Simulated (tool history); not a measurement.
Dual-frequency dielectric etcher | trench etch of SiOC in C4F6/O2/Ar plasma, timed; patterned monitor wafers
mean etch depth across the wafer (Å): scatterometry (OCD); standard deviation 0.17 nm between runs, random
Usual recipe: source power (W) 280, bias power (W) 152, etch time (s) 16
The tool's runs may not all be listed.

run	hour	source power (W)	bias power (W)	etch time (s)	wafers since the last listed run	hours since the last wet clean	hours since the last source power generator calibration	hours since the last bias power generator calibration	hours since the last upper electrode change	hours since the gauge calibration	read-back reference wafer on the same gauge, depth_nm	mean etch depth across the wafer (Å)
1	0	280	152	16	0	239.2	3526.3	4286.3	4749.5	44.9	22.99	272.5
2	24.7	280	152	16	336	263.9	3551	4311	4774.2	69.6	22.89	272.8
3	40.5	300	162	16	214	279.7	3566.8	4326.8	4790	85.4	22.88	287.8
4	53.4	300	162	16	175	292.6	3579.7	4339.7	4802.9	98.3	22.92	289.8
5	70.5	300	162	16	232	309.7	3596.8	4356.8	4820	115.4	22.88	289
6	97	230	152	16	360	336.2	3623.3	4383.3	4846.5	141.9	22.9	262.5
# hour 146.4: wet clean of the chamber
7	146.9	230	152	16	352	0.5	3673.2	4433.2	4896.4	191.8	22.87	254.3
8	156.3	280	152	16	127	9.9	3682.6	4442.6	4905.8	201.2	22.86	265.8
# hour 185: upper electrode replaced
# hour 195.9: source power generator calibrated
9	196.4	280	152	16	164	50	0.5	4482.7	11.4	241.3	22.93	264.8
10	224.5	280	152	16	382	78.1	28.6	4510.8	39.5	269.4	22.88	267.9
11	290.6	280	152	16	899	144.2	94.7	4576.9	105.6	335.5	22.85	269.1
12	324	280	152	12.5	454	177.6	128.1	4610.3	139	368.9	22.97	214.4
13	352.8	220	152	16	391	206.4	156.9	4639.1	167.8	397.7	22.85	253.7
14	383.3	320	152	16	414	236.9	187.4	4669.6	198.3	428.2	22.86	283.7
15	414.5	280	152	16	424	268.1	218.6	4700.8	229.5	459.4	22.87	271.9
16	439	340	138	20.5	333	292.6	243.1	4725.3	254	483.9	22.88	354.3
17	466.9	300	183	12	379	320.5	271	4753.2	281.9	511.8	22.94	225.9
# hour 481.8: bias power generator calibrated
# hour 521.8: wet clean of the chamber
18	522.3	280	162	16	372	0.5	326.4	40.5	337.3	567.2	22.96	272
19	522.7	280	152	16	5	0.9	326.8	40.9	337.7	567.6	22.89	265.9
20	530.5	300	162	16	106	8.7	334.6	48.7	345.5	575.4	22.93	277.8
21	557.6	280	188	16	368	35.8	361.7	75.8	372.6	602.5	22.87	290.6
22	577.1	320	171	14	265	55.3	381.2	95.3	392.1	622	22.88	252.7
# hour 584.5: gauge calibrated
23	602.8	320	139	18.5	349	81	406.9	121	417.8	18.3	22.82	307.5
24	635.9	250	125	18	450	114.1	440	154.1	450.9	51.4	22.87	271.8
25	648.7	210	172	20	174	126.9	452.8	166.9	463.7	64.2	22.87	331
26	675.5	280	152	16	364	153.7	479.6	193.7	490.5	91	22.88	268.2
27	689.5	320	152	13	190	167.7	493.6	207.7	504.5	105	22.9	226.5
28	715.6	280	152	16	355	193.8	519.7	233.8	530.6	131.1	22.84	269.8
29	732.5	340	124	20.5	229	210.7	536.6	250.7	547.5	148	22.9	340.9
30	747.4	280	152	16	202	225.6	551.5	265.6	562.4	162.9	22.91	272.4
31	836	260	141	12	1205	314.2	640.1	354.2	651	251.5	22.92	197.2

Table of differences, measured result less the result of that run with no hidden state. Run-to-run variation is the same in both. Gauge scatter possibly is not:
Hidden conditions of the tool in this case: etch rate over this chamber's usual, %; source power that arrives over what is set, %; bias power that arrives over what is set, %; gauge reads high (%).
run	mean etch depth across the wafer (Å)
1	+8
2	+8.8
3	+9.9
4	+10.4
5	+10.9
6	+10.7
7	+0.3
8	+0.6
9	+2
10	+2.9
11	+5.1
12	+4.9
13	+6.7
14	+8.5
15	+9.2
16	+13
17	+9
18	+0
19	+0
20	+0.3
21	+1.3
22	+1.8
23	+3.1
24	+3.9
25	+5.2
26	+5.1
27	+4.7
28	+6.4
29	+8.8
30	+7.6
31	+7.5

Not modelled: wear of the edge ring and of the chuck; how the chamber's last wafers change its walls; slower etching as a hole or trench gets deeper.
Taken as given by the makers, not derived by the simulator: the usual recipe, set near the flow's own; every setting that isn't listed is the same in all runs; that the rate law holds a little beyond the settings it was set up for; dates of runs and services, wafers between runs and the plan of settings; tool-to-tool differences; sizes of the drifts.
